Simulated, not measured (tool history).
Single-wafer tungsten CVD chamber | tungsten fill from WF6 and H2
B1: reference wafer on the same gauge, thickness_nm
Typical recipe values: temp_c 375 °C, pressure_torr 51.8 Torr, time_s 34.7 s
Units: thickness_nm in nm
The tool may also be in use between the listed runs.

{"run": 1, "hour": 0.0, "temp_c": 375, "pressure_torr": 51.8, "time_s": 34.7, "B1": 82.761, "thickness_nm": 80.198}
{"run": 2, "hour": 23.3, "temp_c": 375, "pressure_torr": 51.8, "time_s": 31, "B1": 82.711, "thickness_nm": 71.283}
{"run": 3, "hour": 40.4, "temp_c": 375, "pressure_torr": 51.8, "time_s": 31, "B1": 82.735, "thickness_nm": 71.239}
{"run": 4, "hour": 76.1, "temp_c": 375, "pressure_torr": 51.8, "time_s": 31, "B1": 82.731, "thickness_nm": 71.106}
{"run": 5, "hour": 108.1, "temp_c": 375, "pressure_torr": 51.8, "time_s": 38, "B1": 82.607, "thickness_nm": 87.55}
{"hour": 126.5, "done": "showerhead replaced"}
{"run": 6, "hour": 132.3, "temp_c": 375, "pressure_torr": 51.8, "time_s": 38, "B1": 82.744, "thickness_nm": 87.843}
{"run": 7, "hour": 167.9, "temp_c": 375, "pressure_torr": 51.8, "time_s": 38, "B1": 82.744, "thickness_nm": 87.313}
{"run": 8, "hour": 199.4, "temp_c": 375, "pressure_torr": 51.8, "time_s": 34.7, "B1": 82.658, "thickness_nm": 79.484}
{"hour": 218.1, "done": "gauge calibrated"}
{"run": 9, "hour": 218.7, "temp_c": 364, "pressure_torr": 58.5, "time_s": 34.7, "B1": 82.663, "thickness_nm": 68.981}
{"run": 10, "hour": 247.2, "temp_c": 375, "pressure_torr": 51.8, "time_s": 39.7, "B1": 82.718, "thickness_nm": 91.756}
{"run": 11, "hour": 265.5, "temp_c": 384, "pressure_torr": 61.8, "time_s": 34.7, "B1": 82.638, "thickness_nm": 102.744}
{"run": 12, "hour": 292.5, "temp_c": 384, "pressure_torr": 61.8, "time_s": 34.7, "B1": 82.664, "thickness_nm": 102.315}
{"hour": 306.2, "done": "thermocouple changed; heater temperature recalibrated"}
{"hour": 307.8, "done": "capacitance manometer re-zeroed and calibrated"}
{"run": 13, "hour": 313.7, "temp_c": 375, "pressure_torr": 51.8, "time_s": 34.7, "B1": 82.68, "thickness_nm": 79.549}
{"run": 14, "hour": 343.9, "temp_c": 362, "pressure_torr": 51.8, "time_s": 34.7, "B1": 82.69, "thickness_nm": 62.828}
{"run": 15, "hour": 372.9, "temp_c": 375, "pressure_torr": 51.8, "time_s": 34.7, "B1": 82.729, "thickness_nm": 79.709}
{"run": 16, "hour": 404.5, "temp_c": 375, "pressure_torr": 44.5, "time_s": 31.3, "B1": 82.698, "thickness_nm": 67.158}

Forecast each of these 3 alternatives for the next run:
{"run": "A", "hour": 404.9, "temp_c": 375, "pressure_torr": 62.8, "time_s": 34.7, "B1": "?", "thickness_nm": "?"}
{"run": "B", "hour": 404.9, "temp_c": 383, "pressure_torr": 45.6, "time_s": 34.7, "B1": "?", "thickness_nm": "?"}
{"run": "C", "hour": 404.9, "temp_c": 365, "pressure_torr": 64.3, "time_s": 29.6, "B1": "?", "thickness_nm": "?"}

run=A B1=82.686 thickness_nm=88.2
run=B B1=82.686 thickness_nm=87.054
run=C B1=82.686 thickness_nm=63.12
What these runs would have given with no unlogged condition in the tool:
run=A thickness_nm=88.2
run=B thickness_nm=87.054
run=C thickness_nm=63.12
